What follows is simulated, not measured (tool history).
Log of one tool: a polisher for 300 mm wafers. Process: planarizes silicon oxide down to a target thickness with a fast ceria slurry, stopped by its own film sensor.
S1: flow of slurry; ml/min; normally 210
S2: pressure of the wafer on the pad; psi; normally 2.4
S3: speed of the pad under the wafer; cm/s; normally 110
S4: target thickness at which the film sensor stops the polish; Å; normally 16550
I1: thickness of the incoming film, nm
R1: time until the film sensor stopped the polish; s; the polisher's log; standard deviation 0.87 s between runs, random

run 1 hour=0.0 | S1=210 S2=2.4 S3=110 S4=16550 | I1=2508.7 | R1=52.3
run 2 hour=7.5 | S1=210 S2=2.4 S3=110 S4=16550 | I1=2599.7 | R1=57.8
-- hour=15.0 slurry nozzle cleaned
-- hour=23.9 worn pad replaced by a new one
run 3 hour=37.0 | S1=210 S2=2.4 S3=110 S4=16550 | I1=2555.1 | R1=50.7
run 4 hour=54.5 | S1=210 S2=2.4 S3=110 S4=16550 | I1=2584.1 | R1=52.5
run 5 hour=77.2 | S1=210 S2=2.4 S3=110 S4=16550 | I1=2550.8 | R1=50.3
run 6 hour=84.5 | S1=210 S2=2.4 S3=126 S4=15430 | I1=2590.5 | R1=52.5
run 7 hour=99.0 | S1=210 S2=2.4 S3=126 S4=15430 | I1=2569.6 | R1=52.8
run 8 hour=108.9 | S1=210 S2=2.4 S3=110 S4=16550 | I1=2542.6 | R1=50.9
-- hour=120.7 worn pad replaced by a new one
run 9 hour=121.2 | S1=210 S2=2.4 S3=110 S4=16550 | I1=2552.8 | R1=53.9
run 10 hour=135.6 | S1=210 S2=2.4 S3=110 S4=16550 | I1=2592.5 | R1=55.8
run 11 hour=142.8 | S1=210 S2=2.4 S3=110 S4=16550 | I1=2545.7 | R1=51.2
run 12 hour=158.5 | S1=210 S2=2.4 S3=110 S4=16550 | I1=2597.0 | R1=57.1
run 13 hour=165.8 | S1=210 S2=2.4 S3=110 S4=16550 | I1=2601.1 | R1=55.3
run 14 hour=174.8 | S1=210 S2=2.4 S3=110 S4=16550 | I1=2596.5 | R1=55.4
run 15 hour=182.7 | S1=210 S2=2.4 S3=110 S4=16550 | I1=2554.8 | R1=54.0
-- hour=193.2 worn pad replaced by a new one
run 16 hour=193.7 | S1=210 S2=2.4 S3=110 S4=16550 | I1=2555.0 | R1=51.5
run 17 hour=200.5 | S1=210 S2=2.4 S3=110 S4=16550 | I1=2556.9 | R1=53.0
run 18 hour=210.0 | S1=210 S2=1.7 S3=110 S4=16550 | I1=2578.3 | R1=68.9
run 19 hour=226.3 | S1=250 S2=1.7 S3=126 S4=13910 | I1=2523.5 | R1=73.0
run 20 hour=243.1 | S1=150 S2=2.1 S3=120 S4=17790 | I1=2574.4 | R1=51.7
run 21 hour=257.4 | S1=210 S2=2.4 S3=82 S4=16550 | I1=2552.3 | R1=72.8
run 22 hour=266.1 | S1=140 S2=1.9 S3=98 S4=14650 | I1=2507.0 | R1=92.0
-- hour=268.2 slurry nozzle cleaned
-- hour=273.9 worn pad replaced by a new one
run 23 hour=275.3 | S1=280 S2=3.0 S3=130 S4=16550 | I1=2558.5 | R1=34.9
run 24 hour=292.0 | S1=190 S2=2.7 S3=76 S4=15290 | I1=2533.5 | R1=75.4
-- hour=300.5 head pressure recalibrated
run 25 hour=301.4 | S1=210 S2=2.4 S3=110 S4=16550 | I1=2543.7 | R1=49.4
run 26 hour=318.9 | S1=210 S2=2.4 S3=110 S4=16550 | I1=2523.6 | R1=48.9
run 27 hour=334.9 | S1=155 S2=1.8 S3=110 S4=18530 | I1=2570.6 | R1=55.1
run 28 hour=349.5 | S1=210 S2=2.4 S3=110 S4=16550 | I1=2572.3 | R1=52.1
-- hour=353.9 worn pad replaced by a new one
run 29 hour=365.6 | S1=210 S2=2.4 S3=110 S4=14180 | I1=2524.3 | R1=62.3
run 30 hour=383.3 | S1=210 S2=2.0 S3=110 S4=15730 | I1=2592.9 | R1=68.6
run 31 hour=399.1 | S1=255 S2=2.4 S3=90 S4=16550 | I1=2510.3 | R1=60.1

4 options for the next run, each taken on its own from the tool as it stands now. Forecast them:
run A hour=399.5 | S1=210 S2=2.4 S3=110 S4=16550 | I1=2591.5 | R1=?
run B hour=399.5 | S1=275 S2=2.4 S3=110 S4=14450 | I1=2591.5 | R1=?
run C hour=399.5 | S1=265 S2=2.4 S3=110 S4=16550 | I1=2591.5 | R1=?
run D hour=399.5 | S1=240 S2=2.4 S3=110 S4=16550 | I1=2591.5 | R1=?

run=A R1=54.8
run=B R1=64.0
run=C R1=52.6
run=D R1=53.4
Take away the tool's hidden state, keep each run's random variation, and the runs would have read:
run=A R1=51.7
run=B R1=61.2
run=C R1=50.2
run=D R1=50.8

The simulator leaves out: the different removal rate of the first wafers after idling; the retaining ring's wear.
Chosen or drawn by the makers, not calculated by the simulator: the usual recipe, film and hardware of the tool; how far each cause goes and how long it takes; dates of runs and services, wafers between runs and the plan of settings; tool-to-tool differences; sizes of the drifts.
